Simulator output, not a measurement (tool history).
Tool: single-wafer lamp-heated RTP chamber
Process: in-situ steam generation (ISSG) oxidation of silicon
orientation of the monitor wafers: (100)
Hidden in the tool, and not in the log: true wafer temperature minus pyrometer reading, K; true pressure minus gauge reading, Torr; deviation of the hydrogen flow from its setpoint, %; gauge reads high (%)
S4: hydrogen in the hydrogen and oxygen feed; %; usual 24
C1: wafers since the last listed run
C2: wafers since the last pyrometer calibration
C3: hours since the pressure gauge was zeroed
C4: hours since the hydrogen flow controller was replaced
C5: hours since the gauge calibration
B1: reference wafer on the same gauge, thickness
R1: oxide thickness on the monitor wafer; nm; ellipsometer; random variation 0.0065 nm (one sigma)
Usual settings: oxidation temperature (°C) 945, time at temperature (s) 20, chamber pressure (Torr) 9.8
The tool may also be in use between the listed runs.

{"run": 1, "hour": 0.0, "oxidation temperature (°C)": 945, "time at temperature (s)": 20, "chamber pressure (Torr)": 9.8, "S4": 24, "C1": 0, "C2": 1123, "C3": 2952.0, "C4": 4510.0, "C5": 128.8, "B1": 4.85, "R1": 4.365}
{"run": 2, "hour": 65.1, "oxidation temperature (°C)": 945, "time at temperature (s)": 20, "chamber pressure (Torr)": 9.8, "S4": 24, "C1": 1110, "C2": 2234, "C3": 3017.1, "C4": 4575.1, "C5": 193.9, "B1": 4.849, "R1": 4.386}
{"run": 3, "hour": 118.9, "oxidation temperature (°C)": 945, "time at temperature (s)": 20, "chamber pressure (Torr)": 9.8, "S4": 24, "C1": 917, "C2": 3151, "C3": 3070.9, "C4": 4628.9, "C5": 247.7, "B1": 4.85, "R1": 4.388}
{"run": 4, "hour": 189.8, "oxidation temperature (°C)": 945, "time at temperature (s)": 20, "chamber pressure (Torr)": 9.8, "S4": 27, "C1": 1209, "C2": 4361, "C3": 3141.8, "C4": 4699.8, "C5": 318.6, "B1": 4.848, "R1": 4.539}
{"hour": 216.0, "done": "pyrometer window cleaned and pyrometer calibrated"}
{"run": 5, "hour": 259.0, "oxidation temperature (°C)": 945, "time at temperature (s)": 20, "chamber pressure (Torr)": 9.8, "S4": 27, "C1": 1044, "C2": 733, "C3": 3211.0, "C4": 4769.0, "C5": 387.8, "B1": 4.85, "R1": 4.46}
{"run": 6, "hour": 295.0, "oxidation temperature (°C)": 945, "time at temperature (s)": 20, "chamber pressure (Torr)": 9.8, "S4": 27, "C1": 614, "C2": 1347, "C3": 3247.0, "C4": 4805.0, "C5": 423.8, "B1": 4.85, "R1": 4.463}
{"run": 7, "hour": 346.8, "oxidation temperature (°C)": 945, "time at temperature (s)": 20, "chamber pressure (Torr)": 9.8, "S4": 24, "C1": 883, "C2": 2230, "C3": 3298.8, "C4": 4856.8, "C5": 475.6, "B1": 4.849, "R1": 4.374}
{"run": 8, "hour": 375.9, "oxidation temperature (°C)": 945, "time at temperature (s)": 20, "chamber pressure (Torr)": 9.8, "S4": 24, "C1": 496, "C2": 2727, "C3": 3327.9, "C4": 4885.9, "C5": 504.7, "B1": 4.85, "R1": 4.384}
{"run": 9, "hour": 426.4, "oxidation temperature (°C)": 945, "time at temperature (s)": 20, "chamber pressure (Torr)": 9.8, "S4": 24, "C1": 861, "C2": 3588, "C3": 3378.4, "C4": 4936.4, "C5": 555.2, "B1": 4.848, "R1": 4.402}
{"hour": 444.7, "done": "pyrometer window cleaned and pyrometer calibrated"}
{"run": 10, "hour": 483.2, "oxidation temperature (°C)": 945, "time at temperature (s)": 20, "chamber pressure (Torr)": 9.8, "S4": 24, "C1": 832, "C2": 656, "C3": 3435.2, "C4": 4993.2, "C5": 612.0, "B1": 4.852, "R1": 4.347}
{"run": 11, "hour": 548.4, "oxidation temperature (°C)": 945, "time at temperature (s)": 20, "chamber pressure (Torr)": 9.8, "S4": 24, "C1": 1112, "C2": 1768, "C3": 3500.4, "C4": 5058.4, "C5": 677.2, "B1": 4.851, "R1": 4.37}
{"run": 12, "hour": 573.6, "oxidation temperature (°C)": 945, "time at temperature (s)": 20, "chamber pressure (Torr)": 9.8, "S4": 18, "C1": 429, "C2": 2198, "C3": 3525.6, "C4": 5083.6, "C5": 702.4, "B1": 4.85, "R1": 4.117}
{"hour": 606.4, "done": "gauge calibrated"}
{"run": 13, "hour": 641.2, "oxidation temperature (°C)": 945, "time at temperature (s)": 20, "chamber pressure (Torr)": 9.8, "S4": 18, "C1": 1153, "C2": 3351, "C3": 3593.2, "C4": 5151.2, "C5": 34.8, "B1": 4.849, "R1": 4.143}
{"hour": 680.5, "done": "pyrometer window cleaned and pyrometer calibrated"}
{"hour": 687.2, "done": "hydrogen flow controller replaced"}
{"run": 14, "hour": 687.7, "oxidation temperature (°C)": 959, "time at temperature (s)": 15, "chamber pressure (Torr)": 10.2, "S4": 30, "C1": 541, "C2": 8, "C3": 3639.7, "C4": 0.5, "C5": 81.3, "B1": 4.85, "R1": 4.214}
{"run": 15, "hour": 729.5, "oxidation temperature (°C)": 945, "time at temperature (s)": 15, "chamber pressure (Torr)": 10.2, "S4": 24, "C1": 713, "C2": 721, "C3": 3681.5, "C4": 42.3, "C5": 123.1, "B1": 4.85, "R1": 3.857}
{"run": 16, "hour": 759.4, "oxidation temperature (°C)": 945, "time at temperature (s)": 14, "chamber pressure (Torr)": 9.8, "S4": 24, "C1": 510, "C2": 1231, "C3": 3711.4, "C4": 72.2, "C5": 153.0, "B1": 4.85, "R1": 3.797}
{"run": 17, "hour": 798.3, "oxidation temperature (°C)": 934, "time at temperature (s)": 14, "chamber pressure (Torr)": 9.8, "S4": 24, "C1": 663, "C2": 1895, "C3": 3750.3, "C4": 111.1, "C5": 191.9, "B1": 4.849, "R1": 3.714}
{"run": 18, "hour": 845.7, "oxidation temperature (°C)": 956, "time at temperature (s)": 20, "chamber pressure (Torr)": 9.0, "S4": 20, "C1": 808, "C2": 2703, "C3": 3797.7, "C4": 158.5, "C5": 239.3, "B1": 4.85, "R1": 4.422}
{"hour": 866.3, "done": "pressure gauge zeroed"}
{"run": 19, "hour": 915.3, "oxidation temperature (°C)": 956, "time at temperature (s)": 12, "chamber pressure (Torr)": 8.9, "S4": 16, "C1": 1050, "C2": 3754, "C3": 49.0, "C4": 228.1, "C5": 308.9, "B1": 4.852, "R1": 3.435}
{"hour": 934.2, "done": "pyrometer window cleaned and pyrometer calibrated"}
{"run": 20, "hour": 940.7, "oxidation temperature (°C)": 928, "time at temperature (s)": 24, "chamber pressure (Torr)": 10.2, "S4": 16, "C1": 296, "C2": 111, "C3": 74.4, "C4": 253.5, "C5": 334.3, "B1": 4.85, "R1": 4.075}
{"run": 21, "hour": 1001.5, "oxidation temperature (°C)": 959, "time at temperature (s)": 26, "chamber pressure (Torr)": 10.2, "S4": 29, "C1": 1037, "C2": 1148, "C3": 135.2, "C4": 314.3, "C5": 395.1, "B1": 4.85, "R1": 5.252}
{"run": 22, "hour": 1072.8, "oxidation temperature (°C)": 952, "time at temperature (s)": 20, "chamber pressure (Torr)": 10.2, "S4": 24, "C1": 1216, "C2": 2364, "C3": 206.5, "C4": 385.6, "C5": 466.4, "B1": 4.85, "R1": 4.443}
{"run": 23, "hour": 1130.4, "oxidation temperature (°C)": 945, "time at temperature (s)": 20, "chamber pressure (Torr)": 9.8, "S4": 24, "C1": 982, "C2": 3347, "C3": 264.1, "C4": 443.2, "C5": 524.0, "B1": 4.851, "R1": 4.399}
{"run": 24, "hour": 1174.5, "oxidation temperature (°C)": 945, "time at temperature (s)": 22, "chamber pressure (Torr)": 9.8, "S4": 24, "C1": 752, "C2": 4099, "C3": 308.2, "C4": 487.3, "C5": 568.1, "B1": 4.85, "R1": 4.593}
{"run": 25, "hour": 1205.6, "oxidation temperature (°C)": 945, "time at temperature (s)": 14, "chamber pressure (Torr)": 9.8, "S4": 24, "C1": 530, "C2": 4630, "C3": 339.3, "C4": 518.4, "C5": 599.2, "B1": 4.85, "R1": 3.843}
{"hour": 1227.9, "done": "pyrometer window cleaned and pyrometer calibrated"}
{"run": 26, "hour": 1234.4, "oxidation temperature (°C)": 945, "time at temperature (s)": 20, "chamber pressure (Torr)": 9.8, "S4": 24, "C1": 354, "C2": 110, "C3": 368.1, "C4": 547.2, "C5": 628.0, "B1": 4.85, "R1": 4.357}
{"hour": 1305.8, "done": "gauge calibrated"}
{"run": 27, "hour": 1310.3, "oxidation temperature (°C)": 960, "time at temperature (s)": 23, "chamber pressure (Torr)": 10.2, "S4": 32, "C1": 1294, "C2": 1405, "C3": 444.0, "C4": 623.1, "C5": 4.5, "B1": 4.848, "R1": 5.131}

Some steps in R1 between neighbouring runs. How much of each would the tool show without its hidden state too (settings, what came in, random variation), and how much is left for the hidden state, with any gauge scatter that isn't in both results?
Run 4 -> 5: pyrometer window cleaned and pyrometer calibrated. R1 -0.079 nm: hidden state -0.071, all else -0.008.
Run 9 -> 10: pyrometer window cleaned and pyrometer calibrated. R1 -0.055 nm: hidden state -0.053, all else -0.002.
Run 18 -> 19: time at temperature (s) 20 -> 12, chamber pressure (Torr) 9.0 -> 8.9, S4 20 -> 16, pressure gauge zeroed. R1 -0.987 nm: hidden state -0.008, all else -0.979.
Run 20 -> 21: oxidation temperature (°C) 928 -> 959, time at temperature (s) 24 -> 26, S4 16 -> 29. R1 +1.177 nm: hidden state +0.031, all else +1.146.
